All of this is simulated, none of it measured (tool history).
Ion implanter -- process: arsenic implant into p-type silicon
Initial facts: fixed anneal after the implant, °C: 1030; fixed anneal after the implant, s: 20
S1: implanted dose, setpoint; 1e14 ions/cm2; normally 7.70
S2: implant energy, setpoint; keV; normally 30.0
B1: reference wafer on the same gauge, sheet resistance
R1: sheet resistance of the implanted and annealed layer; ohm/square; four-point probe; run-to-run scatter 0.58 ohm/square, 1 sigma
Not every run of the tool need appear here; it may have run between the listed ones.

| run | hour | S1 | S2 | B1 | R1 |
|---|---|---|---|---|---|
| 1 | 0.0 | 7.70 | 36.5 | 105.93 | 127.92 |
| 2 | 63.8 | 7.70 | 30.0 | 105.94 | 132.41 |
| 3 | 99.9 | 7.70 | 30.0 | 106.09 | 132.31 |
| 4 | 133.1 | 7.70 | 30.0 | 105.97 | 131.92 |
| 5 | 175.0 | 7.70 | 30.0 | 106.17 | 131.76 |
| 6 | 236.8 | 7.70 | 30.0 | 105.97 | 131.24 |
| 7 | 285.8 | 6.20 | 30.0 | 106.17 | 154.66 |
|  | 307.7 | gauge calibrated |
| 8 | 323.0 | 6.20 | 30.0 | 106.03 | 155.34 |
| 9 | 385.6 | 9.51 | 30.0 | 105.92 | 114.96 |
| 10 | 439.3 | 9.51 | 30.0 | 106.09 | 114.00 |
| 11 | 581.0 | 6.67 | 30.0 | 106.09 | 146.59 |
| 12 | 645.0 | 6.67 | 30.0 | 106.02 | 145.02 |
| 13 | 719.9 | 6.67 | 30.0 | 105.88 | 146.88 |
| 14 | 773.4 | 7.70 | 30.0 | 105.94 | 131.99 |
| 15 | 841.6 | 7.70 | 30.0 | 105.94 | 131.01 |
| 16 | 869.5 | 6.17 | 22.5 | 105.99 | 161.64 |
| 17 | 913.2 | 7.70 | 30.0 | 105.78 | 131.71 |
| 18 | 941.0 | 6.66 | 20.5 | 105.87 | 153.42 |
|  | 979.0 | Faraday cup replaced and dose calibrated |
| 19 | 981.3 | 5.65 | 20.5 | 106.00 | 175.83 |
| 20 | 1032.6 | 7.70 | 30.0 | 105.97 | 131.30 |
| 21 | 1078.3 | 9.13 | 30.0 | 105.94 | 116.84 |
| 22 | 1129.3 | 7.70 | 30.0 | 105.89 | 131.26 |
| 23 | 1193.7 | 9.93 | 36.0 | 106.04 | 107.37 |
|  | 1229.5 | extraction supply calibrated |
| 24 | 1251.2 | 7.06 | 35.5 | 106.04 | 136.73 |
| 25 | 1289.9 | 7.70 | 33.5 | 105.98 | 129.16 |
| 26 | 1355.4 | 8.59 | 20.0 | 106.19 | 129.62 |
| 27 | 1426.5 | 7.70 | 30.0 | 106.15 | 132.49 |
| 28 | 1492.6 | 7.70 | 30.0 | 106.25 | 131.74 |
| 29 | 1598.6 | 5.70 | 24.5 | 106.11 | 168.95 |
| 30 | 1638.7 | 9.87 | 30.0 | 106.04 | 111.16 |
| 31 | 1663.7 | 7.70 | 26.5 | 105.97 | 134.01 |
| 32 | 1729.4 | 5.56 | 19.5 | 105.88 | 177.34 |
| 33 | 1761.2 | 7.70 | 30.0 | 106.07 | 132.12 |
| 34 | 1830.7 | 7.70 | 30.0 | 106.06 | 130.99 |
| 35 | 1863.3 | 7.70 | 26.5 | 106.08 | 135.11 |
| 36 | 1898.0 | 8.28 | 21.0 | 105.88 | 132.40 |

What was the tool's hidden state at every run in the log?
deviation of the true dose from the Faraday cup's reading, %: 0 on each run
deviation of the true energy from its setpoint, %: 0 on each run
gauge reads high (%): 0 on each run
